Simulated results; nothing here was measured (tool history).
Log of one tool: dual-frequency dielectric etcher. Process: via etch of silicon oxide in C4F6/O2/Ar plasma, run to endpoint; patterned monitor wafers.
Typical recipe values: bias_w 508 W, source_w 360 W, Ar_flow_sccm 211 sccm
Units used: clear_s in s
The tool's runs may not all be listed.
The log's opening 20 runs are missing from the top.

run	hour	bias_w	source_w	Ar_flow_sccm	wafers since the last listed run	hours since the last wet clean	hours since the last bias power generator calibration	hours since the last source power generator calibration	hours since the last Ar flow controller change	hours since the last upper electrode change	incoming incoming film thickness, nm	clear_s
21	232.9	508	360	211	152	67.1	3697.5	74.8	133.6	66.8	134.7	29.2
# hour 250.3: bias power generator calibrated
# hour 271.9: wet clean of the chamber, repeated, since the last time left the tool worse
22	272.4	564	270	211	166	0.5	22.1	114.3	173.1	106.3	133.5	29
23	272.7	508	360	211	3	0.8	22.4	114.6	173.4	106.6	133.7	27.2
24	276.3	587	320	191	43	4.4	26	118.2	177	110.2	134.1	26.6
25	283	508	360	211	80	11.1	32.7	124.9	183.7	116.9	133.2	27.3
26	294	401	330	263	131	22.1	43.7	135.9	194.7	127.9	133.1	32.4
27	301.1	508	450	257	84	29.2	50.8	143	201.8	135	133.2	25.9
28	318.7	508	380	194	210	46.8	68.4	160.6	219.4	152.6	133.1	27
29	335	508	360	241	194	63.1	84.7	176.9	235.7	168.9	133	27.7
30	343.6	630	320	211	102	71.7	93.3	185.5	244.3	177.5	133.4	25.8

3 ways to go on from here, each from the tool as it stands after run 30. What would each give?
A	344	508	360	252	4	72.1	93.7	185.9	244.7	177.9	133.1	?
B	344	626	310	211	4	72.1	93.7	185.9	244.7	177.9	133.1	?
C	344	588	290	186	4	72.1	93.7	185.9	244.7	177.9	133.1	?

run	clear_s
A	28.3
B	26.5
C	27.7
Had the tool no hidden state, the same runs would have come out as:
run	clear_s
A	28
B	26.3
C	27.5
